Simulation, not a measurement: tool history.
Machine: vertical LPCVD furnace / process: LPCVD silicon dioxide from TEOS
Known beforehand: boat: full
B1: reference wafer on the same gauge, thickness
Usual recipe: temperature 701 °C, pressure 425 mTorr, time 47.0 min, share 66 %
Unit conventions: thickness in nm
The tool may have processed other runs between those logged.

{"run": 1, "hour": 0.0, "temperature": 707, "pressure": 470, "time": 47.0, "share": 66, "B1": 429.1, "thickness": 524.41}
{"run": 2, "hour": 13.5, "temperature": 701, "pressure": 425, "time": 47.0, "share": 66, "B1": 428.89, "thickness": 435.12}
{"run": 3, "hour": 19.9, "temperature": 701, "pressure": 490, "time": 47.0, "share": 66, "B1": 429.06, "thickness": 468.83}
{"run": 4, "hour": 34.0, "temperature": 701, "pressure": 425, "time": 56.0, "share": 66, "B1": 428.98, "thickness": 519.87}
{"run": 5, "hour": 51.7, "temperature": 701, "pressure": 425, "time": 56.0, "share": 66, "B1": 429.08, "thickness": 519.65}
{"run": 6, "hour": 61.6, "temperature": 701, "pressure": 425, "time": 56.0, "share": 66, "B1": 429.05, "thickness": 520.6}
{"run": 7, "hour": 75.8, "temperature": 701, "pressure": 425, "time": 41.0, "share": 66, "B1": 429.08, "thickness": 380.34}
{"run": 8, "hour": 85.5, "temperature": 701, "pressure": 425, "time": 47.0, "share": 66, "B1": 429.03, "thickness": 437.09}
{"run": 9, "hour": 99.9, "temperature": 701, "pressure": 425, "time": 62.0, "share": 66, "B1": 428.97, "thickness": 577.57}
{"run": 10, "hour": 106.7, "temperature": 701, "pressure": 425, "time": 62.0, "share": 66, "B1": 429.11, "thickness": 577.59}
{"run": 11, "hour": 114.9, "temperature": 701, "pressure": 425, "time": 62.0, "share": 66, "B1": 428.93, "thickness": 578.1}
{"run": 12, "hour": 123.3, "temperature": 701, "pressure": 425, "time": 60.0, "share": 66, "B1": 428.98, "thickness": 560.76}
{"run": 13, "hour": 133.9, "temperature": 705, "pressure": 460, "time": 59.5, "share": 66, "B1": 429.04, "thickness": 631.32}
{"run": 14, "hour": 157.4, "temperature": 701, "pressure": 385, "time": 47.0, "share": 66, "B1": 428.95, "thickness": 417.68}
{"hour": 185.8, "done": "thermocouples replaced and temperature profile calibrated"}
{"run": 15, "hour": 186.3, "temperature": 690, "pressure": 425, "time": 47.0, "share": 53, "B1": 429.01, "thickness": 273.48}
{"run": 16, "hour": 190.3, "temperature": 701, "pressure": 425, "time": 60.0, "share": 66, "B1": 428.97, "thickness": 506.15}
{"run": 17, "hour": 194.4, "temperature": 701, "pressure": 385, "time": 47.0, "share": 66, "B1": 429.01, "thickness": 377.23}
{"hour": 218.4, "done": "pressure gauge zeroed"}
{"run": 18, "hour": 218.9, "temperature": 693, "pressure": 330, "time": 41.5, "share": 66, "B1": 429.04, "thickness": 256.63}
{"run": 19, "hour": 223.0, "temperature": 701, "pressure": 425, "time": 42.0, "share": 66, "B1": 428.93, "thickness": 353.8}
{"run": 20, "hour": 227.1, "temperature": 701, "pressure": 470, "time": 40.5, "share": 77, "B1": 428.92, "thickness": 387.4}
{"run": 21, "hour": 231.1, "temperature": 701, "pressure": 360, "time": 47.0, "share": 56, "B1": 429.01, "thickness": 336.69}
{"hour": 243.5, "done": "gauge calibrated"}
{"hour": 268.0, "done": "TEOS flow controller replaced"}
{"run": 22, "hour": 268.5, "temperature": 701, "pressure": 340, "time": 47.0, "share": 54, "B1": 428.93, "thickness": 321.77}
{"run": 23, "hour": 272.6, "temperature": 701, "pressure": 395, "time": 47.0, "share": 62, "B1": 429.03, "thickness": 371.06}
{"run": 24, "hour": 276.7, "temperature": 701, "pressure": 425, "time": 47.0, "share": 66, "B1": 428.93, "thickness": 397.32}
{"run": 25, "hour": 280.8, "temperature": 701, "pressure": 425, "time": 36.0, "share": 66, "B1": 429.07, "thickness": 304.03}
{"run": 26, "hour": 303.0, "temperature": 701, "pressure": 425, "time": 30.0, "share": 54, "B1": 429.01, "thickness": 229.7}
{"run": 27, "hour": 320.3, "temperature": 701, "pressure": 500, "time": 37.5, "share": 55, "B1": 428.86, "thickness": 314.5}
{"run": 28, "hour": 337.2, "temperature": 710, "pressure": 525, "time": 38.0, "share": 76, "B1": 428.89, "thickness": 473.16}
{"run": 29, "hour": 344.9, "temperature": 701, "pressure": 530, "time": 65.5, "share": 73, "B1": 429.03, "thickness": 652.41}
{"run": 30, "hour": 356.8, "temperature": 701, "pressure": 425, "time": 47.0, "share": 66, "B1": 429.1, "thickness": 398.93}

Predict each of these 5 candidate next runs independently; none follows another, all start after run 30:
{"run": "A", "hour": 361.0, "temperature": 701, "pressure": 425, "time": 47.0, "share": 66, "B1": "?", "thickness": "?"}
{"run": "B", "hour": 361.0, "temperature": 695, "pressure": 425, "time": 47.0, "share": 78, "B1": "?", "thickness": "?"}
{"run": "C", "hour": 361.0, "temperature": 701, "pressure": 425, "time": 40.0, "share": 66, "B1": "?", "thickness": "?"}
{"run": "D", "hour": 361.0, "temperature": 711, "pressure": 425, "time": 40.5, "share": 66, "B1": "?", "thickness": "?"}
{"run": "E", "hour": 361.0, "temperature": 701, "pressure": 425, "time": 36.5, "share": 66, "B1": "?", "thickness": "?"}

run=A B1=428.95 thickness=398.35
run=B B1=428.95 thickness=376.46
run=C B1=428.95 thickness=339.02
run=D B1=428.95 thickness=431.83
run=E B1=428.95 thickness=309.35
Without the tool's hidden state the same runs would have given:
run=A thickness=395.31
run=B thickness=373.55
run=C thickness=336.43
run=D thickness=428.61
run=E thickness=307.00
